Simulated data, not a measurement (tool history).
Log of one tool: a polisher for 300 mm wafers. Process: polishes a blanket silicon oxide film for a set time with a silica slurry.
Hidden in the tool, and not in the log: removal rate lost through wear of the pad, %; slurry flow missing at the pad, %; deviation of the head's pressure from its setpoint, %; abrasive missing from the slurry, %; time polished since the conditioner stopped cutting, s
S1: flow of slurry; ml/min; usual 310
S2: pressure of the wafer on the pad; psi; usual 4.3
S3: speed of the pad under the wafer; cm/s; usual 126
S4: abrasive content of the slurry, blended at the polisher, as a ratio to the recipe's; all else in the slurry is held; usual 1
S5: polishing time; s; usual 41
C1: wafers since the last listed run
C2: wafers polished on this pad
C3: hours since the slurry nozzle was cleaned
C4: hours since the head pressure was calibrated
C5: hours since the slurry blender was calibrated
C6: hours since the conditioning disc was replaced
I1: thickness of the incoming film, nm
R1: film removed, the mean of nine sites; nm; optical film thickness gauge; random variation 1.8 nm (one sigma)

{"run": 1, "hour": 0.0, "S1": 310, "S2": 4.8, "S3": 126, "S4": 0.75, "S5": 47, "C1": 0, "C2": 1855, "C3": 9.5, "C4": 1117, "C5": 69.9, "C6": 450.7, "I1": 1301.2, "R1": 145.8}
{"run": 2, "hour": 12.5, "S1": 310, "S2": 4.3, "S3": 126, "S4": 1, "S5": 41, "C1": 121, "C2": 1977, "C3": 22, "C4": 1129.5, "C5": 82.4, "C6": 463.2, "I1": 1296, "R1": 150.7}
{"run": 3, "hour": 43.7, "S1": 310, "S2": 4.3, "S3": 126, "S4": 1, "S5": 48, "C1": 304, "C2": 2281, "C3": 53.2, "C4": 1160.7, "C5": 113.6, "C6": 494.4, "I1": 1272.7, "R1": 174.8}
{"hour": 60.5, "done": "worn pad replaced by a new one"}
{"run": 4, "hour": 64.0, "S1": 310, "S2": 4.3, "S3": 126, "S4": 1.15, "S5": 41, "C1": 159, "C2": 33, "C3": 73.5, "C4": 1181, "C5": 133.9, "C6": 514.7, "I1": 1276.9, "R1": 167.6}
{"run": 5, "hour": 77.1, "S1": 310, "S2": 5, "S3": 126, "S4": 1.1, "S5": 54, "C1": 127, "C2": 161, "C3": 86.6, "C4": 1194.1, "C5": 147, "C6": 527.8, "I1": 1284.2, "R1": 243.2}
{"run": 6, "hour": 96.1, "S1": 395, "S2": 4.3, "S3": 126, "S4": 1, "S5": 41, "C1": 185, "C2": 346, "C3": 105.6, "C4": 1213.1, "C5": 166, "C6": 546.8, "I1": 1292.7, "R1": 153.6}
{"hour": 102.3, "done": "conditioning disc replaced and pad reconditioned"}
{"run": 7, "hour": 122.1, "S1": 310, "S2": 3.1, "S3": 148, "S4": 0.75, "S5": 31, "C1": 234, "C2": 581, "C3": 131.6, "C4": 1239.1, "C5": 192, "C6": 19.8, "I1": 1285.8, "R1": 64.7}
{"hour": 151.5, "done": "slurry blender recalibrated"}
{"run": 8, "hour": 169.2, "S1": 310, "S2": 4.3, "S3": 126, "S4": 1, "S5": 41, "C1": 439, "C2": 1021, "C3": 178.7, "C4": 1286.2, "C5": 17.7, "C6": 66.9, "I1": 1282.3, "R1": 150.8}
{"run": 9, "hour": 195.3, "S1": 310, "S2": 4.3, "S3": 126, "S4": 1, "S5": 41, "C1": 254, "C2": 1275, "C3": 204.8, "C4": 1312.3, "C5": 43.8, "C6": 93, "I1": 1281.1, "R1": 154.5}
{"run": 10, "hour": 214.7, "S1": 235, "S2": 4.3, "S3": 126, "S4": 1, "S5": 41, "C1": 189, "C2": 1464, "C3": 224.2, "C4": 1331.7, "C5": 63.2, "C6": 112.4, "I1": 1271.5, "R1": 149.9}
{"run": 11, "hour": 246.0, "S1": 310, "S2": 4.3, "S3": 98, "S4": 1, "S5": 41, "C1": 305, "C2": 1770, "C3": 255.5, "C4": 1363, "C5": 94.5, "C6": 143.7, "I1": 1277.3, "R1": 134.9}
{"hour": 252.7, "done": "head pressure recalibrated"}
{"hour": 264.2, "done": "worn pad replaced by a new one"}
{"run": 12, "hour": 280.8, "S1": 365, "S2": 4.3, "S3": 126, "S4": 0.8, "S5": 45, "C1": 280, "C2": 162, "C3": 290.3, "C4": 28.1, "C5": 129.3, "C6": 178.5, "I1": 1279.6, "R1": 129.7}
{"run": 13, "hour": 293.0, "S1": 310, "S2": 4.3, "S3": 126, "S4": 1, "S5": 41, "C1": 119, "C2": 281, "C3": 302.5, "C4": 40.3, "C5": 141.5, "C6": 190.7, "I1": 1269.6, "R1": 143.5}
{"run": 14, "hour": 321.9, "S1": 310, "S2": 4.3, "S3": 126, "S4": 0.9, "S5": 41, "C1": 281, "C2": 563, "C3": 331.4, "C4": 69.2, "C5": 170.4, "C6": 219.6, "I1": 1263, "R1": 132.1}
{"run": 15, "hour": 354.1, "S1": 310, "S2": 4.3, "S3": 126, "S4": 1, "S5": 41, "C1": 314, "C2": 877, "C3": 363.6, "C4": 101.4, "C5": 202.6, "C6": 251.8, "I1": 1274.9, "R1": 143.8}
{"hour": 357.7, "done": "slurry blender recalibrated"}
{"run": 16, "hour": 385.3, "S1": 230, "S2": 4.3, "S3": 126, "S4": 0.8, "S5": 35, "C1": 284, "C2": 1162, "C3": 394.8, "C4": 132.6, "C5": 27.6, "C6": 283, "I1": 1266.6, "R1": 93.8}
{"run": 17, "hour": 420.1, "S1": 310, "S2": 4.3, "S3": 126, "S4": 1.3, "S5": 33, "C1": 339, "C2": 1501, "C3": 429.6, "C4": 167.4, "C5": 62.4, "C6": 317.8, "I1": 1297.6, "R1": 135.8}
{"run": 18, "hour": 454.7, "S1": 310, "S2": 4.3, "S3": 126, "S4": 1, "S5": 41, "C1": 337, "C2": 1839, "C3": 464.2, "C4": 202, "C5": 97, "C6": 352.4, "I1": 1296, "R1": 141.9}
{"run": 19, "hour": 468.7, "S1": 310, "S2": 3.4, "S3": 126, "S4": 1, "S5": 41, "C1": 136, "C2": 1975, "C3": 478.2, "C4": 216, "C5": 111, "C6": 366.4, "I1": 1289, "R1": 112.2}
{"hour": 490.6, "done": "worn pad replaced by a new one"}
{"run": 20, "hour": 491.1, "S1": 310, "S2": 4.3, "S3": 126, "S4": 1.2, "S5": 41, "C1": 179, "C2": 4, "C3": 500.6, "C4": 238.4, "C5": 133.4, "C6": 388.8, "I1": 1292.3, "R1": 163.1}
{"run": 21, "hour": 524.0, "S1": 310, "S2": 4.3, "S3": 126, "S4": 1, "S5": 41, "C1": 320, "C2": 325, "C3": 533.5, "C4": 271.3, "C5": 166.3, "C6": 421.7, "I1": 1272, "R1": 141}
{"hour": 537.7, "done": "slurry nozzle cleaned"}
{"run": 22, "hour": 546.2, "S1": 370, "S2": 4.3, "S3": 126, "S4": 1, "S5": 36, "C1": 206, "C2": 532, "C3": 8.5, "C4": 293.5, "C5": 188.5, "C6": 443.9, "I1": 1274.7, "R1": 127.2}
{"run": 23, "hour": 563.8, "S1": 310, "S2": 4.3, "S3": 126, "S4": 1, "S5": 41, "C1": 171, "C2": 704, "C3": 26.1, "C4": 311.1, "C5": 206.1, "C6": 461.5, "I1": 1265.4, "R1": 141.4}
{"run": 24, "hour": 595.0, "S1": 310, "S2": 4.3, "S3": 126, "S4": 1, "S5": 41, "C1": 304, "C2": 1008, "C3": 57.3, "C4": 342.3, "C5": 237.3, "C6": 492.7, "I1": 1280.3, "R1": 144.4}
{"hour": 602.3, "done": "slurry blender recalibrated"}
{"run": 25, "hour": 627.0, "S1": 260, "S2": 4.3, "S3": 142, "S4": 1.1, "S5": 37, "C1": 292, "C2": 1301, "C3": 89.3, "C4": 374.3, "C5": 24.7, "C6": 524.7, "I1": 1274.6, "R1": 144.3}

4 ways to go on from here, each from the tool as it stands after run 25. What would each give?
{"run": "A", "hour": 627.4, "S1": 310, "S2": 4.3, "S3": 126, "S4": 1, "S5": 41, "C1": 3, "C2": 1305, "C3": 89.7, "C4": 374.7, "C5": 25.1, "C6": 525.1, "I1": 1274, "R1": "?"}
{"run": "B", "hour": 627.4, "S1": 365, "S2": 4.3, "S3": 126, "S4": 1, "S5": 41, "C1": 3, "C2": 1305, "C3": 89.7, "C4": 374.7, "C5": 25.1, "C6": 525.1, "I1": 1274, "R1": "?"}
{"run": "C", "hour": 627.4, "S1": 205, "S2": 3.2, "S3": 82, "S4": 1, "S5": 37, "C1": 3, "C2": 1305, "C3": 89.7, "C4": 374.7, "C5": 25.1, "C6": 525.1, "I1": 1274, "R1": "?"}
{"run": "D", "hour": 627.4, "S1": 310, "S2": 4.3, "S3": 108, "S4": 1, "S5": 41, "C1": 3, "C2": 1305, "C3": 89.7, "C4": 374.7, "C5": 25.1, "C6": 525.1, "I1": 1274, "R1": "?"}

run=A R1=142.8
run=B R1=144.8
run=C R1=75.5
run=D R1=132.9
Without the tool's hidden state the same runs would have given:
run=A R1=143.3
run=B R1=145.4
run=C R1=75.8
run=D R1=133.4
